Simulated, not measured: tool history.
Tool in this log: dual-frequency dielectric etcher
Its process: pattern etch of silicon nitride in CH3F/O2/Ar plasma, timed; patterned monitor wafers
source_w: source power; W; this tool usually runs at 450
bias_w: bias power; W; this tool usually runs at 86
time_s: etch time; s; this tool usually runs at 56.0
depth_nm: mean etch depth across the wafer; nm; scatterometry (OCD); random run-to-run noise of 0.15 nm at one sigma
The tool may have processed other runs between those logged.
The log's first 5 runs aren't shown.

| run | day | source_w | bias_w | time_s | read-back reference wafer on the same gauge, depth_nm | depth_nm |
|---|---|---|---|---|---|---|
|  | 8.508 | source power generator calibrated |
| 6 | 9.808 | 520 | 86 | 56.0 | 37.32 | 43.89 |
| 7 | 12.488 | 410 | 86 | 56.0 | 37.33 | 40.68 |
| 8 | 13.983 | 540 | 86 | 56.0 | 37.28 | 44.16 |
| 9 | 16.379 | 450 | 86 | 56.0 | 37.34 | 42.22 |
| 10 | 17.458 | 420 | 92 | 66.0 | 37.24 | 49.26 |
| 11 | 19.908 | 360 | 101 | 40.0 | 37.30 | 29.46 |
| 12 | 22.146 | 450 | 86 | 62.5 | 37.34 | 46.80 |
|  | 25.008 | wet clean of the chamber |
| 13 | 25.029 | 450 | 86 | 56.0 | 37.33 | 41.76 |
| 14 | 25.942 | 450 | 100 | 46.5 | 37.36 | 36.66 |
| 15 | 26.983 | 450 | 86 | 51.0 | 37.31 | 38.06 |
| 16 | 29.596 | 450 | 74 | 56.0 | 37.27 | 39.49 |
| 17 | 31.071 | 450 | 86 | 56.0 | 37.27 | 41.74 |
| 18 | 33.738 | 450 | 86 | 56.0 | 37.25 | 41.35 |
| 19 | 36.008 | 450 | 86 | 60.5 | 37.24 | 44.70 |
|  | 37.750 | bias power generator calibrated |
| 20 | 38.779 | 450 | 104 | 64.5 | 37.28 | 52.78 |
| 21 | 40.996 | 450 | 69 | 56.0 | 37.32 | 39.58 |
| 22 | 42.004 | 500 | 92 | 67.5 | 37.31 | 54.28 |
| 23 | 45.000 | 360 | 99 | 50.5 | 37.30 | 37.78 |
| 24 | 47.938 | 450 | 86 | 68.5 | 37.29 | 52.07 |
|  | 49.279 | gauge calibrated |
| 25 | 50.471 | 450 | 86 | 66.5 | 37.34 | 50.74 |
|  | 53.729 | wet clean of the chamber |
| 26 | 53.750 | 420 | 106 | 45.0 | 37.33 | 36.09 |
| 27 | 55.638 | 520 | 67 | 50.0 | 37.30 | 36.64 |
| 28 | 57.275 | 450 | 86 | 65.5 | 37.38 | 49.87 |

Expected results for the next run?
| 29 | 59.583 | 350 | 73 | 63.5 | ? | ? |

Run 29 produced read-back reference wafer on the same gauge, depth_nm 37.34, depth_nm 42.41 nm.
Minus the tool's unlogged condition, the same run would have read depth_nm 42.35 nm.
